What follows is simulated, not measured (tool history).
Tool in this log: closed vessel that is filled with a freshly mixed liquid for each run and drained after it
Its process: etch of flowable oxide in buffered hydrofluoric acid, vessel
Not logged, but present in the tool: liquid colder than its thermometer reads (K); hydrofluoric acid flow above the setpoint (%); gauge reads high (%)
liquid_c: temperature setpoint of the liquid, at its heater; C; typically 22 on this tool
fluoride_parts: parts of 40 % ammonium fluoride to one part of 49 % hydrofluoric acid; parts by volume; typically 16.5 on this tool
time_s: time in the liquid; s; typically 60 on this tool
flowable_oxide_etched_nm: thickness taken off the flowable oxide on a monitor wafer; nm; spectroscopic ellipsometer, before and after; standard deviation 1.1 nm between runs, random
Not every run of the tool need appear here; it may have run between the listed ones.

run,hour,liquid_c,fluoride_parts,time_s,wafers since the last listed run,hours since the thermometer was replaced,hours since the hydrofluoric acid flow meter was replaced,hours since the gauge calibration,"read-back film thickness of the flowable oxide reference wafer, read on the same gauge (nm)",flowable_oxide_etched_nm
1,0,22,16.5,60,0,1002.9,2435.3,97.2,149.99,113.67
2,7,22,16.5,60,917,1009.9,2442.3,104.2,150.01,113.42
3,23,22,16.5,60,2097,1025.9,2458.3,120.2,150.03,114.55
4,32.3,22,16.5,60,1219,1035.2,2467.6,129.5,150,112.9
5,38.4,22,16.5,45,799,1041.3,2473.7,135.6,150.03,86.18
6,49.9,22,16.5,45,1507,1052.8,2485.2,147.1,150.04,84.96
7,67.2,22,16.5,45,2268,1070.1,2502.5,164.4,150.04,85.88
8,82.2,22,16.5,60,1966,1085.1,2517.5,179.4,150,114.53
9,99,22,16.5,60,2202,1101.9,2534.3,196.2,149.99,112.05
10,111.4,19,14,60,1625,1114.3,2546.7,208.6,150,111.75
11,127.4,22,16.5,60,2097,1130.3,2562.7,224.6,149.97,112.46
12,135.6,22,16.5,60,1075,1138.5,2570.9,232.8,149.99,112.01
# hour 151: thermometer replaced
13,151.7,22,16.5,60,1979,0.7,2587,248.9,149.95,106.22
14,164.4,22,12,30,1665,13.4,2599.7,261.6,150.02,72.12
15,174.1,22,12,30,1271,23.1,2609.4,271.3,150.04,71.91
# hour 181.4: hydrofluoric acid flow meter replaced
16,189.6,17.5,13,70,1901,38.6,8.2,286.8,150.01,120.23
17,198.9,22,16.5,60,1219,47.9,17.5,296.1,149.99,104.46
18,207,20,16.5,60,1062,56,25.6,304.2,149.98,93.15
19,214.1,20,16.5,75,930,63.1,32.7,311.3,150.02,118.13
# hour 222.8: thermometer replaced, repeated, since the last time left the tool worse
20,227.7,25.5,19.5,45,1652,4.9,46.3,324.9,150,97.37
21,239.4,24,16.5,50,1534,16.6,58,336.6,149.99,118.78
22,247.9,25.5,16.5,75,1114,25.1,66.5,345.1,150,188.58
# hour 258.8: gauge calibrated
23,264,18,14.5,90,2110,41.2,82.6,5.2,150.01,171.35
24,273,23.5,16.5,60,1180,50.2,91.6,14.2,149.96,136.78
25,290,22,16.5,60,2228,67.2,108.6,31.2,150.04,125.3
26,298.1,24,11.5,85,1062,75.3,116.7,39.3,149.99,281.67
27,308,23.5,16.5,60,1298,85.2,126.6,49.2,150.03,135.95
28,320.1,22,16.5,30,1586,97.3,138.7,61.3,150.02,62.83
29,335.6,22,16.5,60,2032,112.8,154.2,76.8,149.98,122.57
30,351.8,22,12,40,2124,129,170.4,93,149.99,113.87

Below are 5 alternative next runs, each starting from the tool's condition after run 30. Predict each:
A,352.5,22,16.5,60,91,129.7,171.1,93.7,?,?
B,352.5,26.5,12,60,91,129.7,171.1,93.7,?,?
C,352.5,24.5,11,75,91,129.7,171.1,93.7,?,?
D,352.5,25,12.5,75,91,129.7,171.1,93.7,?,?
E,352.5,20.5,16.5,60,91,129.7,171.1,93.7,?,?

run,"read-back film thickness of the flowable oxide reference wafer, read on the same gauge (nm)",flowable_oxide_etched_nm
A,150,124.66
B,150,217.85
C,150,266.04
D,150,241.29
E,150,114.67
Without the tool's unlogged condition, the same runs would have read:
run,flowable_oxide_etched_nm
A,126.54
B,221.04
C,269.98
D,244.85
E,116.41
